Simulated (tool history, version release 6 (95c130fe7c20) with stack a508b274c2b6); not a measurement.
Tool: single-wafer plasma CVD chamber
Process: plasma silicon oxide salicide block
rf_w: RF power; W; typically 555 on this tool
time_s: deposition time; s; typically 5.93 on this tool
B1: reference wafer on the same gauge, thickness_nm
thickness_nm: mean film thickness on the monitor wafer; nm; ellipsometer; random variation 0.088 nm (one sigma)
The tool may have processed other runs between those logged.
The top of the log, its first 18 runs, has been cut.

{"hour": 224.2, "done": "RF generator calibrated"}
{"run": 19, "hour": 226.5, "rf_w": 490, "time_s": 4.97, "B1": 56.112, "thickness_nm": 46.968}
{"run": 20, "hour": 232.7, "rf_w": 635, "time_s": 4.79, "B1": 56.104, "thickness_nm": 49.693}
{"run": 21, "hour": 239.1, "rf_w": 555, "time_s": 5.93, "B1": 56.097, "thickness_nm": 58.763}
{"run": 22, "hour": 256.7, "rf_w": 555, "time_s": 4.84, "B1": 56.118, "thickness_nm": 47.892}
{"run": 23, "hour": 269.5, "rf_w": 645, "time_s": 6.29, "B1": 56.095, "thickness_nm": 65.409}
{"hour": 287.6, "done": "showerhead replaced"}
{"run": 24, "hour": 288.1, "rf_w": 640, "time_s": 6.42, "B1": 56.095, "thickness_nm": 66.719}
{"run": 25, "hour": 293.8, "rf_w": 490, "time_s": 6.76, "B1": 56.108, "thickness_nm": 63.932}
{"run": 26, "hour": 305.7, "rf_w": 555, "time_s": 5.93, "B1": 56.085, "thickness_nm": 58.583}
{"run": 27, "hour": 317.8, "rf_w": 460, "time_s": 5.14, "B1": 56.1, "thickness_nm": 47.614}
{"run": 28, "hour": 332.4, "rf_w": 640, "time_s": 5.93, "B1": 56.072, "thickness_nm": 61.63}
{"run": 29, "hour": 363.9, "rf_w": 460, "time_s": 4.87, "B1": 56.083, "thickness_nm": 44.963}
{"run": 30, "hour": 373.0, "rf_w": 555, "time_s": 5.93, "B1": 56.101, "thickness_nm": 58.542}

Below are 3 alternative next runs, each starting from the tool's condition after run 30. Predict each:
{"run": "A", "hour": 373.4, "rf_w": 555, "time_s": 5.93, "B1": "?", "thickness_nm": "?"}
{"run": "B", "hour": 373.4, "rf_w": 610, "time_s": 6.92, "B1": "?", "thickness_nm": "?"}
{"run": "C", "hour": 373.4, "rf_w": 490, "time_s": 5.01, "B1": "?", "thickness_nm": "?"}

run=A B1=56.112 thickness_nm=58.542
run=B B1=56.112 thickness_nm=70.618
run=C B1=56.112 thickness_nm=47.305
What these runs would have given with no unlogged condition in the tool:
run=A thickness_nm=58.690
run=B thickness_nm=70.795
run=C thickness_nm=47.424

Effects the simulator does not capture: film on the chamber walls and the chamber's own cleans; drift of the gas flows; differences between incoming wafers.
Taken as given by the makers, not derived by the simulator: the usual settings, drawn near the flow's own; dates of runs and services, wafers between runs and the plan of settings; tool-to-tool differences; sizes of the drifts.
